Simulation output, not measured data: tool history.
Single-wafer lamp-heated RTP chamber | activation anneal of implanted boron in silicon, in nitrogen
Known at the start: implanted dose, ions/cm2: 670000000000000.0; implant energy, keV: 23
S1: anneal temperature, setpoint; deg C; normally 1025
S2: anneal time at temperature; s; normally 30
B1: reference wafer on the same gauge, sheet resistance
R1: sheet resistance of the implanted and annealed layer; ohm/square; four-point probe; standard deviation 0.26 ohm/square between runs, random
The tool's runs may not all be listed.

run 1 hour=0 | S1=1025 S2=41 | B1=190.06 | R1=174.72
run 2 hour=27.4 | S1=1025 S2=30 | B1=190.16 | R1=174.71
-- hour=56.3 pyrometer window cleaned and pyrometer calibrated
run 3 hour=57.1 | S1=1025 S2=30 | B1=189.86 | R1=176.05
run 4 hour=86.8 | S1=1025 S2=30 | B1=190 | R1=175.59
run 5 hour=102.8 | S1=1025 S2=30 | B1=189.91 | R1=175.65
run 6 hour=137.7 | S1=1033 S2=34 | B1=190.09 | R1=174.72
run 7 hour=167 | S1=1033 S2=34 | B1=189.91 | R1=174.2
run 8 hour=196.5 | S1=1033 S2=34 | B1=189.92 | R1=173.89
-- hour=209.8 gauge calibrated
run 9 hour=212.1 | S1=1025 S2=30 | B1=189.95 | R1=175.33
run 10 hour=230.5 | S1=1025 S2=30 | B1=190.05 | R1=175.32
run 11 hour=243.4 | S1=1025 S2=30 | B1=189.98 | R1=175.14
-- hour=260.2 pyrometer window cleaned and pyrometer calibrated
-- hour=264.5 reflector plate cleaned
run 12 hour=275.9 | S1=1025 S2=30 | B1=190.11 | R1=176
run 13 hour=298.6 | S1=1025 S2=30 | B1=190.01 | R1=175.95
run 14 hour=313.7 | S1=1025 S2=39 | B1=189.93 | R1=175.04
run 15 hour=332.3 | S1=1025 S2=39 | B1=190.07 | R1=175.25
run 16 hour=348.2 | S1=1041 S2=39 | B1=190.02 | R1=173.66
run 17 hour=366 | S1=1025 S2=39 | B1=189.98 | R1=174.77
run 18 hour=382.7 | S1=1036 S2=37 | B1=189.91 | R1=173.85
run 19 hour=413.1 | S1=1053 S2=30 | B1=189.96 | R1=173.45
run 20 hour=442.9 | S1=1008 S2=16 | B1=190.05 | R1=178.34
run 21 hour=478 | S1=1016 S2=30 | B1=190.06 | R1=175.23
run 22 hour=496.5 | S1=1052 S2=30 | B1=190.04 | R1=173.65
-- hour=518.5 pyrometer window cleaned and pyrometer calibrated
run 23 hour=531.8 | S1=1017 S2=13 | B1=190.01 | R1=178.78
run 24 hour=545.5 | S1=1025 S2=30 | B1=190.06 | R1=175.97
run 25 hour=561.2 | S1=1053 S2=43 | B1=190.19 | R1=172.88
run 26 hour=581.4 | S1=1025 S2=24 | B1=189.84 | R1=176.29
run 27 hour=601.9 | S1=1025 S2=20 | B1=189.95 | R1=176.24
run 28 hour=626.1 | S1=999 S2=35 | B1=189.97 | R1=179.54
run 29 hour=638.4 | S1=1025 S2=30 | B1=189.94 | R1=175.69
run 30 hour=668.8 | S1=1025 S2=46 | B1=189.95 | R1=174.26

Below are 5 alternative next runs, each starting from the tool's condition after run 30. Predict each:
run A hour=669.2 | S1=1006 S2=30 | B1=? | R1=?
run B hour=669.2 | S1=1000 S2=13 | B1=? | R1=?
run C hour=669.2 | S1=1043 S2=30 | B1=? | R1=?
run D hour=669.2 | S1=1010 S2=37 | B1=? | R1=?
run E hour=669.2 | S1=996 S2=25 | B1=? | R1=?

run=A B1=189.99 R1=177.12
run=B B1=189.99 R1=180.28
run=C B1=189.99 R1=173.59
run=D B1=189.99 R1=176.07
run=E B1=189.99 R1=179.58
Had the tool no hidden state, the same runs would have come out as:
run=A R1=178.65
run=B R1=182.94
run=C R1=174.12
run=D R1=177.33
run=E R1=182.13
